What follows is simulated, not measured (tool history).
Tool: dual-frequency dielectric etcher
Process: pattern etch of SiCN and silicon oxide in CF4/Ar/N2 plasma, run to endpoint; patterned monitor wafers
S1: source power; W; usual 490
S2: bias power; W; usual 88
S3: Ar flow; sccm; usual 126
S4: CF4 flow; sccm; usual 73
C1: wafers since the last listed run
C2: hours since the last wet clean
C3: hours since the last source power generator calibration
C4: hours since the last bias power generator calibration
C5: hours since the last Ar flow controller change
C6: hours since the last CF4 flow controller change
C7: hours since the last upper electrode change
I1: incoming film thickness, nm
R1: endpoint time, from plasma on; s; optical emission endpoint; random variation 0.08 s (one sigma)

run   hour   S1   S2   S3  S4   C1     C2      C3      C4      C5      C6      C7    I1    R1
  1    0.0  490   88  126  73    0  244.4  3538.9  2981.1  5314.5  3162.8  3987.3  9.30  10.0
  2   30.8  490   88  126  73  348  275.2  3569.7  3011.9  5345.3  3193.6  4018.1  9.32  10.1
  3   65.7  490   88  126  73  394  310.1  3604.6  3046.8  5380.2  3228.5  4053.0  9.29  10.1
      80.7  -- source power generator calibrated
  4   92.8  490   88  126  73  261  337.2    12.1  3073.9  5407.3  3255.6  4080.1  9.28   9.9
     112.2  -- CF4 flow controller replaced
  5  112.7  490   88  126  73  157  357.1    32.0  3093.8  5427.2     0.5  4100.0  9.36   9.9
  6  143.0  490   88  126  73  342  387.4    62.3  3124.1  5457.5    30.8  4130.3  9.25   9.9
  7  160.4  490   88  126  73  196  404.8    79.7  3141.5  5474.9    48.2  4147.7  9.34   9.9
  8  193.0  490   88   95  65  368  437.4   112.3  3174.1  5507.5    80.8  4180.3  9.24  10.0
  9  223.5  490   81  126  73  344  467.9   142.8  3204.6  5538.0   111.3  4210.8  9.34  10.1
 10  257.8  580   88  137  73  387  502.2   177.1  3238.9  5572.3   145.6  4245.1  9.42   8.8
     285.8  -- upper electrode replaced
     287.6  -- Ar flow controller replaced
 11  288.1  490   88  126  73   50  532.5   207.4  3269.2     0.5   175.9     2.3  9.33   9.7
     314.7  -- wet clean of the chamber
 12  315.2  490   88  148  73   35    0.5   234.5  3296.3    27.6   203.0    29.4  9.21  10.2
 13  329.2  490   88  126  73  158   14.5   248.5  3310.3    41.6   217.0    43.4  9.33  10.2
 14  360.2  490  105  157  73  350   45.5   279.5  3341.3    72.6   248.0    74.4  9.34   9.8
 15  381.5  490   88  126  73  240   66.8   300.8  3362.6    93.9   269.3    95.7  9.25  10.1
 16  405.5  410   80  158  62  271   90.8   324.8  3386.6   117.9   293.3   119.7  9.38  12.6
     417.9  -- bias power generator calibrated
 17  436.1  560   71  153  84  300  121.4   355.4    18.2   148.5   323.9   150.3  9.30   9.5
 18  460.5  450  110  113  56  275  145.8   379.8    42.6   172.9   348.3   174.7  9.31  10.7
 19  479.1  490   66  126  73  210  164.4   398.4    61.2   191.5   366.9   193.3  9.34  10.7
 20  502.5  490   79  144  91  264  187.8   421.8    84.6   214.9   390.3   216.7  9.24   9.9
 21  514.6  600   88  137  60  136  199.9   433.9    96.7   227.0   402.4   228.8  9.29   9.3
 22  543.1  490   88  126  73  322  228.4   462.4   125.2   255.5   430.9   257.3  9.34  10.0
 23  572.3  590   88  126  73  330  257.6   491.6   154.4   284.7   460.1   286.5  9.27   8.7
 24  584.8  490   88  126  73  141  270.1   504.1   166.9   297.2   472.6   299.0  9.31   9.9

Measured less the same run without the tool's hidden state. The same run-to-run variation is in both; the gauge's scatter may not be:
The hidden state here: etch rate over this chamber's usual, %; source power that arrives over what is set, %; bias power that arrives over what is set, %; Ar flow that arrives over what is set, %; CF4 flow that arrives over what is set, %.
run    R1
  1  -0.2
  2  -0.2
  3  -0.3
  4  -0.2
  5  -0.3
  6  -0.3
  7  -0.3
  8  -0.3
  9  -0.4
 10  -0.4
 11  -0.4
 12  -0.1
 13  -0.1
 14  -0.1
 15  -0.1
 16  -0.2
 17  -0.2
 18  -0.2
 19  -0.2
 20  -0.2
 21  -0.2
 22  -0.3
 23  -0.2
 24  -0.3
